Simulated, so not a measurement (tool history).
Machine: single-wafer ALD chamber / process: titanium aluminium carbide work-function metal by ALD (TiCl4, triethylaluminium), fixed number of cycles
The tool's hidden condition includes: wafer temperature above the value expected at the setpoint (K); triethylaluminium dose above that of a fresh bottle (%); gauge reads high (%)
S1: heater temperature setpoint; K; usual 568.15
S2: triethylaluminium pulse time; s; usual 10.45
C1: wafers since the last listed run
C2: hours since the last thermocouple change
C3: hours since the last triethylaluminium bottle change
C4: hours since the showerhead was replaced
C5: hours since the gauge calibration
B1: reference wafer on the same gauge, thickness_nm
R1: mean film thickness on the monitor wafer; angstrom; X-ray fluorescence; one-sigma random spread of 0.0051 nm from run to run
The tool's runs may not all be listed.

{"run": 1, "hour": 0.0, "S1": 568.15, "S2": 11.55, "C1": 0, "C2": 1119.6, "C3": 659.3, "C4": 999.5, "C5": 1388.5, "B1": 2.291, "R1": 21.01}
{"run": 2, "hour": 39.0, "S1": 568.15, "S2": 10.45, "C1": 372, "C2": 1158.6, "C3": 698.3, "C4": 1038.5, "C5": 1427.5, "B1": 2.292, "R1": 20.77}
{"hour": 84.9, "done": "triethylaluminium bottle replaced"}
{"run": 3, "hour": 85.4, "S1": 568.15, "S2": 10.45, "C1": 366, "C2": 1205, "C3": 0.5, "C4": 1084.9, "C5": 1473.9, "B1": 2.289, "R1": 20.63}
{"run": 4, "hour": 150.6, "S1": 568.15, "S2": 10.45, "C1": 622, "C2": 1270.2, "C3": 65.7, "C4": 1150.1, "C5": 1539.1, "B1": 2.289, "R1": 20.78}
{"run": 5, "hour": 255.7, "S1": 568.15, "S2": 10.45, "C1": 1004, "C2": 1375.3, "C3": 170.8, "C4": 1255.2, "C5": 1644.2, "B1": 2.291, "R1": 20.74}
{"run": 6, "hour": 318.4, "S1": 568.15, "S2": 10.45, "C1": 599, "C2": 1438, "C3": 233.5, "C4": 1317.9, "C5": 1706.9, "B1": 2.288, "R1": 20.82}
{"run": 7, "hour": 368.3, "S1": 568.15, "S2": 10.45, "C1": 476, "C2": 1487.9, "C3": 283.4, "C4": 1367.8, "C5": 1756.8, "B1": 2.291, "R1": 20.8}
{"run": 8, "hour": 653.4, "S1": 568.15, "S2": 12.87, "C1": 2724, "C2": 1773, "C3": 568.5, "C4": 1652.9, "C5": 2041.9, "B1": 2.287, "R1": 21.09}
{"run": 9, "hour": 700.0, "S1": 568.15, "S2": 12.87, "C1": 445, "C2": 1819.6, "C3": 615.1, "C4": 1699.5, "C5": 2088.5, "B1": 2.288, "R1": 21.07}
{"run": 10, "hour": 799.2, "S1": 582.15, "S2": 8.09, "C1": 947, "C2": 1918.8, "C3": 714.3, "C4": 1798.7, "C5": 2187.7, "B1": 2.288, "R1": 21.27}
{"run": 11, "hour": 873.0, "S1": 581.15, "S2": 6.55, "C1": 705, "C2": 1992.6, "C3": 788.1, "C4": 1872.5, "C5": 2261.5, "B1": 2.291, "R1": 19.92}
{"hour": 955.8, "done": "triethylaluminium bottle replaced"}
{"run": 12, "hour": 957.4, "S1": 559.15, "S2": 8.64, "C1": 729, "C2": 2077, "C3": 1.6, "C4": 1956.9, "C5": 2345.9, "B1": 2.291, "R1": 19.24}
{"run": 13, "hour": 1033.2, "S1": 563.15, "S2": 10.45, "C1": 724, "C2": 2152.8, "C3": 77.4, "C4": 2032.7, "C5": 2421.7, "B1": 2.291, "R1": 20.21}
{"run": 14, "hour": 1102.6, "S1": 556.15, "S2": 13.58, "C1": 663, "C2": 2222.2, "C3": 146.8, "C4": 2102.1, "C5": 2491.1, "B1": 2.289, "R1": 19.99}
{"run": 15, "hour": 1193.9, "S1": 568.15, "S2": 10.45, "C1": 872, "C2": 2313.5, "C3": 238.1, "C4": 2193.4, "C5": 2582.4, "B1": 2.289, "R1": 20.88}
{"hour": 1198.4, "done": "gauge calibrated"}
{"run": 16, "hour": 1478.4, "S1": 558.15, "S2": 14.33, "C1": 2718, "C2": 2598, "C3": 522.6, "C4": 2477.9, "C5": 280, "B1": 2.29, "R1": 20.25}
{"run": 17, "hour": 1536.8, "S1": 559.15, "S2": 14.55, "C1": 557, "C2": 2656.4, "C3": 581, "C4": 2536.3, "C5": 338.4, "B1": 2.289, "R1": 20.31}
{"run": 18, "hour": 1585.8, "S1": 575.15, "S2": 6.53, "C1": 468, "C2": 2705.4, "C3": 630, "C4": 2585.3, "C5": 387.4, "B1": 2.289, "R1": 19.34}

Predict the results of run 19:
{"hour": 1595.0, "done": "thermocouple changed; heater temperature recalibrated"}
{"run": 19, "hour": 1636.4, "S1": 568.15, "S2": 8.43, "C1": 407, "C2": 41.4, "C3": 680.6, "C4": 2635.9, "C5": 438, "B1": "?", "R1": "?"}

B1: 2.291
R1: 19.85 angstrom
Minus the tool's unlogged condition, the same run would have read R1 19.82 angstrom.

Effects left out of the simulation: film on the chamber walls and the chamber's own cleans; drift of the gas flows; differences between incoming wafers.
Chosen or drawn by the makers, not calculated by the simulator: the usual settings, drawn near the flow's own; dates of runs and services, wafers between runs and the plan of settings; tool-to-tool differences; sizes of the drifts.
